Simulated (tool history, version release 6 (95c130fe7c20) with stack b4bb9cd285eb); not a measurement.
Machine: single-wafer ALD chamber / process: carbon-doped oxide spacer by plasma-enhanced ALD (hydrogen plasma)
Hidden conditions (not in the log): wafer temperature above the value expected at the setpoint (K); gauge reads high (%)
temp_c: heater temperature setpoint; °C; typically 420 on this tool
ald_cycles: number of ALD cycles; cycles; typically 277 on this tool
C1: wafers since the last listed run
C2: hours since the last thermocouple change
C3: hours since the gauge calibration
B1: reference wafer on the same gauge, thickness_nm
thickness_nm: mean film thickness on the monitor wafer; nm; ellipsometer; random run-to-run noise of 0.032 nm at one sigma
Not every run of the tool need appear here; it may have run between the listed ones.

run 1 hour=0.0 | temp_c=414 ald_cycles=277 | C1=0 C2=1144.8 C3=274.9 | B1=14.843 | thickness_nm=12.765
run 2 hour=10.5 | temp_c=420 ald_cycles=277 | C1=18 C2=1155.3 C3=285.4 | B1=14.849 | thickness_nm=12.606
run 3 hour=19.2 | temp_c=420 ald_cycles=277 | C1=15 C2=1164.0 C3=294.1 | B1=14.815 | thickness_nm=12.592
run 4 hour=27.2 | temp_c=420 ald_cycles=277 | C1=14 C2=1172.0 C3=302.1 | B1=14.830 | thickness_nm=12.530
run 5 hour=36.8 | temp_c=432 ald_cycles=277 | C1=17 C2=1181.6 C3=311.7 | B1=14.823 | thickness_nm=12.117
run 6 hour=47.4 | temp_c=420 ald_cycles=250 | C1=19 C2=1192.2 C3=322.3 | B1=14.827 | thickness_nm=11.312
run 7 hour=60.8 | temp_c=420 ald_cycles=250 | C1=24 C2=1205.6 C3=335.7 | B1=14.823 | thickness_nm=11.335
run 8 hour=77.0 | temp_c=420 ald_cycles=277 | C1=29 C2=1221.8 C3=351.9 | B1=14.808 | thickness_nm=12.567
run 9 hour=87.8 | temp_c=420 ald_cycles=277 | C1=19 C2=1232.6 C3=362.7 | B1=14.776 | thickness_nm=12.564
run 10 hour=102.8 | temp_c=420 ald_cycles=277 | C1=26 C2=1247.6 C3=377.7 | B1=14.786 | thickness_nm=12.544
run 11 hour=120.2 | temp_c=424 ald_cycles=251 | C1=31 C2=1265.0 C3=395.1 | B1=14.781 | thickness_nm=11.256
run 12 hour=135.9 | temp_c=424 ald_cycles=251 | C1=28 C2=1280.7 C3=410.8 | B1=14.759 | thickness_nm=11.200
run 13 hour=175.9 | temp_c=424 ald_cycles=251 | C1=71 C2=1320.7 C3=450.8 | B1=14.756 | thickness_nm=11.188
run 14 hour=190.4 | temp_c=420 ald_cycles=277 | C1=26 C2=1335.2 C3=465.3 | B1=14.718 | thickness_nm=12.466
run 15 hour=201.3 | temp_c=425 ald_cycles=277 | C1=19 C2=1346.1 C3=476.2 | B1=14.706 | thickness_nm=12.269
run 16 hour=209.6 | temp_c=425 ald_cycles=277 | C1=14 C2=1354.4 C3=484.5 | B1=14.716 | thickness_nm=12.290
run 17 hour=217.4 | temp_c=420 ald_cycles=255 | C1=14 C2=1362.2 C3=492.3 | B1=14.714 | thickness_nm=11.477
run 18 hour=223.7 | temp_c=420 ald_cycles=255 | C1=11 C2=1368.5 C3=498.6 | B1=14.718 | thickness_nm=11.485
run 19 hour=238.7 | temp_c=420 ald_cycles=255 | C1=26 C2=1383.5 C3=513.6 | B1=14.678 | thickness_nm=11.406
run 20 hour=264.7 | temp_c=420 ald_cycles=315 | C1=46 C2=1409.5 C3=539.6 | B1=14.665 | thickness_nm=14.124
-- hour=265.1 gauge calibrated
run 21 hour=275.3 | temp_c=420 ald_cycles=315 | C1=19 C2=1420.1 C3=10.2 | B1=14.938 | thickness_nm=14.405
run 22 hour=291.9 | temp_c=420 ald_cycles=295 | C1=29 C2=1436.7 C3=26.8 | B1=14.948 | thickness_nm=13.544
run 23 hour=302.1 | temp_c=429 ald_cycles=277 | C1=18 C2=1446.9 C3=37.0 | B1=14.947 | thickness_nm=12.371
run 24 hour=339.4 | temp_c=426 ald_cycles=323 | C1=67 C2=1484.2 C3=74.3 | B1=14.935 | thickness_nm=14.499
run 25 hour=349.8 | temp_c=420 ald_cycles=277 | C1=18 C2=1494.6 C3=84.7 | B1=14.949 | thickness_nm=12.632
run 26 hour=364.0 | temp_c=411 ald_cycles=291 | C1=25 C2=1508.8 C3=98.9 | B1=14.947 | thickness_nm=13.640
run 27 hour=406.8 | temp_c=429 ald_cycles=317 | C1=76 C2=1551.6 C3=141.7 | B1=14.929 | thickness_nm=14.120
run 28 hour=415.8 | temp_c=420 ald_cycles=277 | C1=16 C2=1560.6 C3=150.7 | B1=14.927 | thickness_nm=12.671
run 29 hour=429.3 | temp_c=426 ald_cycles=227 | C1=24 C2=1574.1 C3=164.2 | B1=14.931 | thickness_nm=10.225
run 30 hour=445.0 | temp_c=428 ald_cycles=305 | C1=28 C2=1589.8 C3=179.9 | B1=14.911 | thickness_nm=13.607
-- hour=463.7 thermocouple changed; heater temperature recalibrated
run 31 hour=464.2 | temp_c=413 ald_cycles=228 | C1=20 C2=0.5 C3=199.1 | B1=14.905 | thickness_nm=10.623
run 32 hour=468.3 | temp_c=433 ald_cycles=238 | C1=7 C2=4.6 C3=203.2 | B1=14.899 | thickness_nm=10.494
run 33 hour=477.5 | temp_c=420 ald_cycles=250 | C1=16 C2=13.8 C3=212.4 | B1=14.897 | thickness_nm=11.397

The next listed run, before its measurement:
run 34 hour=494.9 | temp_c=433 ald_cycles=315 | C1=31 C2=31.2 C3=229.8 | B1=? | thickness_nm=?

{"run 34": {"B1": 14.906, "thickness_nm": 13.837}}
Minus the tool's unlogged condition, the same run would have read thickness_nm 13.832 nm.
